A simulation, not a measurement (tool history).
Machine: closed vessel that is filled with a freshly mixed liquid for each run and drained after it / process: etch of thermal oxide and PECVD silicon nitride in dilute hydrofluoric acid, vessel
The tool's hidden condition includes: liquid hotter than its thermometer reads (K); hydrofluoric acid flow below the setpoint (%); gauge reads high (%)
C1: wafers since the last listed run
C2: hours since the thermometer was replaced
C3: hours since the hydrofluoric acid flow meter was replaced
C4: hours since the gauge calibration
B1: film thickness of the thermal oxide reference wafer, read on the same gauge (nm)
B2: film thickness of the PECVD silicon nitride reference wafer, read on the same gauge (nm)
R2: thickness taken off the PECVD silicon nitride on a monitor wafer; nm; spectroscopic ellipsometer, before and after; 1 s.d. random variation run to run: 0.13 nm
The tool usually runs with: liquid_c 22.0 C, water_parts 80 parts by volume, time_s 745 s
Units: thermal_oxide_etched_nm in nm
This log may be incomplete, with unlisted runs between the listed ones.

run 1 hour=0.0 | liquid_c=22.0 water_parts=105 time_s=745 | C1=0 C2=1713.4 C3=1431.8 C4=343.8 | B1=29.99 B2=100.00 | thermal_oxide_etched_nm=29.64 R2=10.49
run 2 hour=10.2 | liquid_c=22.0 water_parts=105 time_s=745 | C1=485 C2=1723.6 C3=1442.0 C4=354.0 | B1=30.00 B2=100.00 | thermal_oxide_etched_nm=29.77 R2=10.76
run 3 hour=22.1 | liquid_c=22.0 water_parts=105 time_s=745 | C1=566 C2=1735.5 C3=1453.9 C4=365.9 | B1=30.02 B2=100.01 | thermal_oxide_etched_nm=29.76 R2=10.66
-- hour=38.7 hydrofluoric acid flow meter replaced
run 4 hour=39.2 | liquid_c=20.5 water_parts=80 time_s=745 | C1=766 C2=1752.6 C3=0.5 C4=383.0 | B1=29.96 B2=99.97 | thermal_oxide_etched_nm=41.29 R2=13.22
run 5 hour=50.4 | liquid_c=20.0 water_parts=80 time_s=745 | C1=533 C2=1763.8 C3=11.7 C4=394.2 | B1=29.99 B2=99.99 | thermal_oxide_etched_nm=40.10 R2=12.98
run 6 hour=58.7 | liquid_c=20.0 water_parts=80 time_s=745 | C1=395 C2=1772.1 C3=20.0 C4=402.5 | B1=29.96 B2=99.99 | thermal_oxide_etched_nm=39.97 R2=13.04
run 7 hour=73.8 | liquid_c=22.0 water_parts=80 time_s=745 | C1=718 C2=1787.2 C3=35.1 C4=417.6 | B1=30.02 B2=99.99 | thermal_oxide_etched_nm=43.33 R2=15.06
run 8 hour=113.4 | liquid_c=22.0 water_parts=110 time_s=355 | C1=1884 C2=1826.8 C3=74.7 C4=457.2 | B1=30.00 B2=99.97 | thermal_oxide_etched_nm=14.22 R2=5.15
-- hour=143.6 gauge calibrated
run 9 hour=151.1 | liquid_c=22.0 water_parts=80 time_s=745 | C1=1794 C2=1864.5 C3=112.4 C4=7.5 | B1=30.01 B2=100.00 | thermal_oxide_etched_nm=43.86 R2=14.86
run 10 hour=161.7 | liquid_c=26.0 water_parts=80 time_s=1015 | C1=504 C2=1875.1 C3=123.0 C4=18.1 | B1=30.02 B2=99.97 | thermal_oxide_etched_nm=69.08 R2=26.20
run 11 hour=176.3 | liquid_c=20.5 water_parts=40 time_s=1105 | C1=694 C2=1889.7 C3=137.6 C4=32.7 | B1=30.01 B2=99.98 | thermal_oxide_etched_nm=127.67 R2=38.66
-- hour=184.3 thermometer replaced
run 12 hour=191.9 | liquid_c=25.0 water_parts=110 time_s=335 | C1=694 C2=7.6 C3=153.2 C4=48.3 | B1=30.00 B2=100.01 | thermal_oxide_etched_nm=15.24 R2=5.85
run 13 hour=203.0 | liquid_c=25.5 water_parts=45 time_s=905 | C1=528 C2=18.7 C3=164.3 C4=59.4 | B1=29.99 B2=100.00 | thermal_oxide_etched_nm=112.04 R2=39.74
run 14 hour=216.4 | liquid_c=22.0 water_parts=80 time_s=355 | C1=637 C2=32.1 C3=177.7 C4=72.8 | B1=29.97 B2=99.97 | thermal_oxide_etched_nm=20.85 R2=7.01
run 15 hour=226.9 | liquid_c=23.5 water_parts=80 time_s=1025 | C1=499 C2=42.6 C3=188.2 C4=83.3 | B1=30.01 B2=99.97 | thermal_oxide_etched_nm=62.39 R2=22.31
run 16 hour=239.3 | liquid_c=22.0 water_parts=80 time_s=490 | C1=590 C2=55.0 C3=200.6 C4=95.7 | B1=29.98 B2=99.99 | thermal_oxide_etched_nm=28.25 R2=9.53
run 17 hour=250.7 | liquid_c=22.0 water_parts=80 time_s=745 | C1=542 C2=66.4 C3=212.0 C4=107.1 | B1=30.00 B2=100.03 | thermal_oxide_etched_nm=43.02 R2=14.58
run 18 hour=268.3 | liquid_c=22.0 water_parts=80 time_s=745 | C1=837 C2=84.0 C3=229.6 C4=124.7 | B1=30.04 B2=100.00 | thermal_oxide_etched_nm=43.17 R2=14.61
run 19 hour=281.1 | liquid_c=24.0 water_parts=115 time_s=1030 | C1=609 C2=96.8 C3=242.4 C4=137.5 | B1=29.97 B2=100.00 | thermal_oxide_etched_nm=42.12 R2=16.19
run 20 hour=297.3 | liquid_c=22.0 water_parts=90 time_s=1085 | C1=770 C2=113.0 C3=258.6 C4=153.7 | B1=30.00 B2=99.99 | thermal_oxide_etched_nm=54.35 R2=19.35
run 21 hour=306.5 | liquid_c=22.0 water_parts=100 time_s=515 | C1=437 C2=122.2 C3=267.8 C4=162.9 | B1=30.00 B2=100.01 | thermal_oxide_etched_nm=22.96 R2=8.17
run 22 hour=315.6 | liquid_c=25.5 water_parts=80 time_s=345 | C1=433 C2=131.3 C3=276.9 C4=172.0 | B1=29.96 B2=100.00 | thermal_oxide_etched_nm=22.88 R2=8.68
run 23 hour=327.2 | liquid_c=22.0 water_parts=110 time_s=1140 | C1=552 C2=142.9 C3=288.5 C4=183.6 | B1=30.00 B2=100.00 | thermal_oxide_etched_nm=46.21 R2=16.65
run 24 hour=375.8 | liquid_c=25.0 water_parts=80 time_s=440 | C1=2312 C2=191.5 C3=337.1 C4=232.2 | B1=30.00 B2=99.98 | thermal_oxide_etched_nm=28.40 R2=10.59
run 25 hour=393.1 | liquid_c=22.0 water_parts=80 time_s=745 | C1=823 C2=208.8 C3=354.4 C4=249.5 | B1=29.99 B2=100.03 | thermal_oxide_etched_nm=42.37 R2=14.40
run 26 hour=405.0 | liquid_c=17.5 water_parts=60 time_s=1020 | C1=566 C2=220.7 C3=366.3 C4=261.4 | B1=30.05 B2=99.97 | thermal_oxide_etched_nm=66.55 R2=19.30

The tool's hidden state at each run:
liquid hotter than its thermometer reads (K): 0 in every run
gauge reads high (%): 0 in every run
H1: hydrofluoric acid flow below the setpoint (%)
run=1 H1=8.77
run=2 H1=8.83
run=3 H1=8.91
run=4 H1=1.99
run=5 H1=2.05
run=6 H1=2.1
run=7 H1=2.19
run=8 H1=2.44
run=9 H1=2.66
run=10 H1=2.73
run=11 H1=2.82
run=12 H1=2.91
run=13 H1=2.98
run=14 H1=3.06
run=15 H1=3.12
run=16 H1=3.2
run=17 H1=3.27
run=18 H1=3.37
run=19 H1=3.45
run=20 H1=3.55
run=21 H1=3.61
run=22 H1=3.66
run=23 H1=3.73
run=24 H1=4.03
run=25 H1=4.13
run=26 H1=4.2

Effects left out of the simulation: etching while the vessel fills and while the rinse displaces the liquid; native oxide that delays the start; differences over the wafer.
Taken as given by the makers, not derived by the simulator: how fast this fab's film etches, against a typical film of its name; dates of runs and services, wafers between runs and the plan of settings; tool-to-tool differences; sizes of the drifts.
